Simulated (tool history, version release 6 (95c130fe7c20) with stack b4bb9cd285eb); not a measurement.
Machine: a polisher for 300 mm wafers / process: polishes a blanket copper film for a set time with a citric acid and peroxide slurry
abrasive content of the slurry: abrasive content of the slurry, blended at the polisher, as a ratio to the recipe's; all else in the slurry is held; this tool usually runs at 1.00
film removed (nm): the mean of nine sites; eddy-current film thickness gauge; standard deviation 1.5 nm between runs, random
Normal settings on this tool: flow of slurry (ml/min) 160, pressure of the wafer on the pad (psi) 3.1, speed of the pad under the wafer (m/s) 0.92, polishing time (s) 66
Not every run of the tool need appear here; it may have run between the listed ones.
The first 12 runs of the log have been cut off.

| run | day | flow of slurry (ml/min) | pressure of the wafer on the pad (psi) | speed of the pad under the wafer (m/s) | abrasive content of the slurry | polishing time (s) | incoming thickness of the incoming film, nm | film removed (nm) |
|---|---|---|---|---|---|---|---|---|
|  | 11.350 | worn pad replaced by a new one |
| 13 | 11.812 | 160 | 2.6 | 0.92 | 1.00 | 66 | 1076.7 | 86.2 |
|  | 12.317 | slurry blender recalibrated |
| 14 | 12.938 | 160 | 3.1 | 0.92 | 1.00 | 66 | 1064.7 | 115.2 |
| 15 | 13.538 | 160 | 2.4 | 0.92 | 1.00 | 66 | 1055.0 | 89.4 |
| 16 | 15.012 | 160 | 3.9 | 1.18 | 1.00 | 66 | 1061.4 | 155.4 |
| 17 | 15.525 | 160 | 3.1 | 0.92 | 1.00 | 66 | 1059.9 | 107.7 |
| 18 | 16.304 | 125 | 3.1 | 0.92 | 1.00 | 66 | 1084.7 | 102.5 |
| 19 | 16.821 | 160 | 3.1 | 0.92 | 1.00 | 66 | 1078.5 | 106.5 |
|  | 18.025 | head pressure recalibrated |
| 20 | 18.242 | 160 | 3.7 | 0.92 | 1.00 | 55 | 1068.4 | 103.5 |
|  | 19.279 | worn pad replaced by a new one |
| 21 | 19.575 | 160 | 3.6 | 1.20 | 1.00 | 66 | 1083.8 | 143.0 |
| 22 | 20.379 | 160 | 3.1 | 0.64 | 0.75 | 43 | 1072.1 | 50.5 |
|  | 20.767 | slurry blender recalibrated |
| 23 | 21.621 | 160 | 2.8 | 0.92 | 1.00 | 66 | 1062.8 | 100.4 |
| 24 | 22.438 | 160 | 3.1 | 0.92 | 1.00 | 66 | 1066.7 | 106.7 |
| 25 | 23.921 | 105 | 2.5 | 0.92 | 1.00 | 66 | 1057.0 | 79.8 |
| 26 | 25.108 | 160 | 3.1 | 0.92 | 1.00 | 66 | 1065.5 | 102.3 |
| 27 | 25.667 | 160 | 3.1 | 0.92 | 1.00 | 66 | 1064.5 | 100.6 |
| 28 | 26.204 | 160 | 2.1 | 0.92 | 0.75 | 60 | 1063.6 | 56.8 |
|  | 26.488 | worn pad replaced by a new one |
| 29 | 27.542 | 160 | 4.2 | 0.92 | 0.80 | 84 | 1063.7 | 163.6 |
| 30 | 28.729 | 125 | 3.1 | 1.02 | 1.00 | 66 | 1072.3 | 104.1 |
|  | 29.342 | slurry blender recalibrated |
| 31 | 29.746 | 160 | 3.1 | 1.08 | 1.00 | 66 | 1064.8 | 122.4 |

3 ways to go on from here, each from the tool as it stands after run 31. What would each give?
| A | 29.762 | 160 | 3.1 | 0.92 | 1.00 | 44 | 1074.0 | ? |
| B | 29.762 | 120 | 2.5 | 1.22 | 1.00 | 66 | 1074.0 | ? |
| C | 29.762 | 195 | 2.7 | 0.92 | 0.85 | 73 | 1074.0 | ? |

| run | film removed (nm) |
|---|---|
| A | 74.6 |
| B | 104.6 |
| C | 105.7 |
Had the tool no hidden state, the same runs would have come out as:
| run | film removed (nm) |
|---|---|
| A | 79.5 |
| B | 112.3 |
| C | 112.0 |
